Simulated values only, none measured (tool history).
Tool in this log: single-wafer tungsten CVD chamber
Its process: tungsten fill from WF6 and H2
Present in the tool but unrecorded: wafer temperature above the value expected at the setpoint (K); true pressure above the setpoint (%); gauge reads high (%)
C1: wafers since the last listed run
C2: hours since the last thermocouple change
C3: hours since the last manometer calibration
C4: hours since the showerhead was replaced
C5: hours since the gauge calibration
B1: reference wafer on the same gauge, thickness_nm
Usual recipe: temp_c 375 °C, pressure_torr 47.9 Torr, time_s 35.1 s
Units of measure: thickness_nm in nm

run 1 hour=0.0 | temp_c=375 pressure_torr=47.9 time_s=35.1 | C1=0 C2=368.9 C3=526.9 C4=1720.9 C5=2046.6 | B1=74.437 | thickness_nm=70.606
run 2 hour=65.8 | temp_c=375 pressure_torr=47.9 time_s=35.1 | C1=1685 C2=434.7 C3=592.7 C4=1786.7 C5=2112.4 | B1=74.477 | thickness_nm=70.571
run 3 hour=147.4 | temp_c=375 pressure_torr=47.9 time_s=35.1 | C1=2090 C2=516.3 C3=674.3 C4=1868.3 C5=2194.0 | B1=74.420 | thickness_nm=70.513
run 4 hour=191.3 | temp_c=375 pressure_torr=47.9 time_s=35.1 | C1=1124 C2=560.2 C3=718.2 C4=1912.2 C5=2237.9 | B1=74.418 | thickness_nm=70.704
run 5 hour=234.3 | temp_c=375 pressure_torr=47.9 time_s=35.1 | C1=1101 C2=603.2 C3=761.2 C4=1955.2 C5=2280.9 | B1=74.431 | thickness_nm=70.660
run 6 hour=322.3 | temp_c=375 pressure_torr=47.9 time_s=35.1 | C1=2254 C2=691.2 C3=849.2 C4=2043.2 C5=2368.9 | B1=74.503 | thickness_nm=71.102
run 7 hour=634.7 | temp_c=375 pressure_torr=47.9 time_s=35.1 | C1=8003 C2=1003.6 C3=1161.6 C4=2355.6 C5=2681.3 | B1=74.303 | thickness_nm=71.414
run 8 hour=735.0 | temp_c=375 pressure_torr=47.9 time_s=35.1 | C1=2569 C2=1103.9 C3=1261.9 C4=2455.9 C5=2781.6 | B1=74.376 | thickness_nm=71.392
run 9 hour=825.8 | temp_c=375 pressure_torr=47.9 time_s=35.1 | C1=2326 C2=1194.7 C3=1352.7 C4=2546.7 C5=2872.4 | B1=74.423 | thickness_nm=71.825
run 10 hour=928.2 | temp_c=375 pressure_torr=47.9 time_s=35.1 | C1=2623 C2=1297.1 C3=1455.1 C4=2649.1 C5=2974.8 | B1=74.368 | thickness_nm=71.466
run 11 hour=982.1 | temp_c=375 pressure_torr=47.9 time_s=35.1 | C1=1380 C2=1351.0 C3=1509.0 C4=2703.0 C5=3028.7 | B1=74.464 | thickness_nm=72.246
run 12 hour=1056.7 | temp_c=375 pressure_torr=47.9 time_s=35.1 | C1=1911 C2=1425.6 C3=1583.6 C4=2777.6 C5=3103.3 | B1=74.253 | thickness_nm=72.374
run 13 hour=1127.8 | temp_c=375 pressure_torr=47.9 time_s=35.1 | C1=1821 C2=1496.7 C3=1654.7 C4=2848.7 C5=3174.4 | B1=74.414 | thickness_nm=72.129
run 14 hour=1165.8 | temp_c=375 pressure_torr=50.8 time_s=35.1 | C1=973 C2=1534.7 C3=1692.7 C4=2886.7 C5=3212.4 | B1=74.417 | thickness_nm=73.789
-- hour=1205.0 showerhead replaced
-- hour=1228.7 thermocouple changed; heater temperature recalibrated
run 15 hour=1259.6 | temp_c=380 pressure_torr=47.9 time_s=35.1 | C1=1993 C2=30.9 C3=1786.5 C4=54.6 C5=3306.2 | B1=74.304 | thickness_nm=79.965
run 16 hour=1305.4 | temp_c=375 pressure_torr=47.9 time_s=35.1 | C1=1173 C2=76.7 C3=1832.3 C4=100.4 C5=3352.0 | B1=74.522 | thickness_nm=71.304
run 17 hour=1407.0 | temp_c=371 pressure_torr=42.9 time_s=38.8 | C1=2602 C2=178.3 C3=1933.9 C4=202.0 C5=3453.6 | B1=74.471 | thickness_nm=68.669
-- hour=1449.6 capacitance manometer re-zeroed and calibrated
run 18 hour=1504.6 | temp_c=381 pressure_torr=47.9 time_s=35.1 | C1=2295 C2=275.9 C3=55.0 C4=299.6 C5=3551.2 | B1=74.396 | thickness_nm=81.287
run 19 hour=1552.5 | temp_c=375 pressure_torr=42.7 time_s=42.1 | C1=1227 C2=323.8 C3=102.9 C4=347.5 C5=3599.1 | B1=74.442 | thickness_nm=80.781
run 20 hour=1609.7 | temp_c=375 pressure_torr=47.9 time_s=35.1 | C1=1465 C2=381.0 C3=160.1 C4=404.7 C5=3656.3 | B1=74.385 | thickness_nm=70.458
run 21 hour=1775.9 | temp_c=375 pressure_torr=47.9 time_s=40.0 | C1=4257 C2=547.2 C3=326.3 C4=570.9 C5=3822.5 | B1=74.347 | thickness_nm=80.796
-- hour=1816.3 gauge calibrated
run 22 hour=1844.2 | temp_c=362 pressure_torr=37.9 time_s=38.6 | C1=1749 C2=615.5 C3=394.6 C4=639.2 C5=27.9 | B1=74.561 | thickness_nm=51.420
run 23 hour=1916.4 | temp_c=367 pressure_torr=47.9 time_s=29.4 | C1=1849 C2=687.7 C3=466.8 C4=711.4 C5=100.1 | B1=74.415 | thickness_nm=48.914
run 24 hour=1995.1 | temp_c=366 pressure_torr=47.9 time_s=35.1 | C1=2016 C2=766.4 C3=545.5 C4=790.1 C5=178.8 | B1=74.350 | thickness_nm=57.416
run 25 hour=2056.2 | temp_c=365 pressure_torr=53.3 time_s=41.5 | C1=1565 C2=827.5 C3=606.6 C4=851.2 C5=239.9 | B1=74.426 | thickness_nm=69.003
run 26 hour=2190.4 | temp_c=375 pressure_torr=47.9 time_s=33.2 | C1=3438 C2=961.7 C3=740.8 C4=985.4 C5=374.1 | B1=74.321 | thickness_nm=67.816
run 27 hour=2229.7 | temp_c=375 pressure_torr=47.9 time_s=35.1 | C1=1006 C2=1001.0 C3=780.1 C4=1024.7 C5=413.4 | B1=74.484 | thickness_nm=71.307
run 28 hour=2289.1 | temp_c=383 pressure_torr=38.9 time_s=41.4 | C1=1521 C2=1060.4 C3=839.5 C4=1084.1 C5=472.8 | B1=74.400 | thickness_nm=93.002
run 29 hour=2364.3 | temp_c=375 pressure_torr=47.9 time_s=35.1 | C1=1926 C2=1135.6 C3=914.7 C4=1159.3 C5=548.0 | B1=74.292 | thickness_nm=71.535
run 30 hour=2403.9 | temp_c=363 pressure_torr=47.9 time_s=35.1 | C1=1014 C2=1175.2 C3=954.3 C4=1198.9 C5=587.6 | B1=74.363 | thickness_nm=53.482
run 31 hour=2444.3 | temp_c=375 pressure_torr=51.1 time_s=38.0 | C1=1035 C2=1215.6 C3=994.7 C4=1239.3 C5=628.0 | B1=74.334 | thickness_nm=79.654
run 32 hour=2513.8 | temp_c=375 pressure_torr=41.3 time_s=35.1 | C1=1780 C2=1285.1 C3=1064.2 C4=1308.8 C5=697.5 | B1=74.466 | thickness_nm=67.702
run 33 hour=2572.7 | temp_c=375 pressure_torr=47.9 time_s=35.1 | C1=1508 C2=1344.0 C3=1123.1 C4=1367.7 C5=756.4 | B1=74.371 | thickness_nm=71.848
run 34 hour=2680.0 | temp_c=384 pressure_torr=47.9 time_s=35.1 | C1=2748 C2=1451.3 C3=1230.4 C4=1475.0 C5=863.7 | B1=74.404 | thickness_nm=88.396

Branching from run 34: 4 alternative next runs. What would each branch give?
run A hour=2680.4 | temp_c=375 pressure_torr=47.9 time_s=35.1 | C1=10 C2=1451.7 C3=1230.8 C4=1475.4 C5=864.1 | B1=? | thickness_nm=?
run B hour=2680.4 | temp_c=375 pressure_torr=36.6 time_s=35.1 | C1=10 C2=1451.7 C3=1230.8 C4=1475.4 C5=864.1 | B1=? | thickness_nm=?
run C hour=2680.4 | temp_c=375 pressure_torr=42.6 time_s=35.1 | C1=10 C2=1451.7 C3=1230.8 C4=1475.4 C5=864.1 | B1=? | thickness_nm=?
run D hour=2680.4 | temp_c=375 pressure_torr=51.1 time_s=33.0 | C1=10 C2=1451.7 C3=1230.8 C4=1475.4 C5=864.1 | B1=? | thickness_nm=?

run=A B1=74.495 thickness_nm=71.867
run=B B1=74.495 thickness_nm=64.460
run=C B1=74.495 thickness_nm=68.530
run=D B1=74.495 thickness_nm=69.338
Without the tool's hidden state the same runs would have given:
run=A thickness_nm=69.660
run=B thickness_nm=62.451
run=C thickness_nm=66.423
run=D thickness_nm=67.234
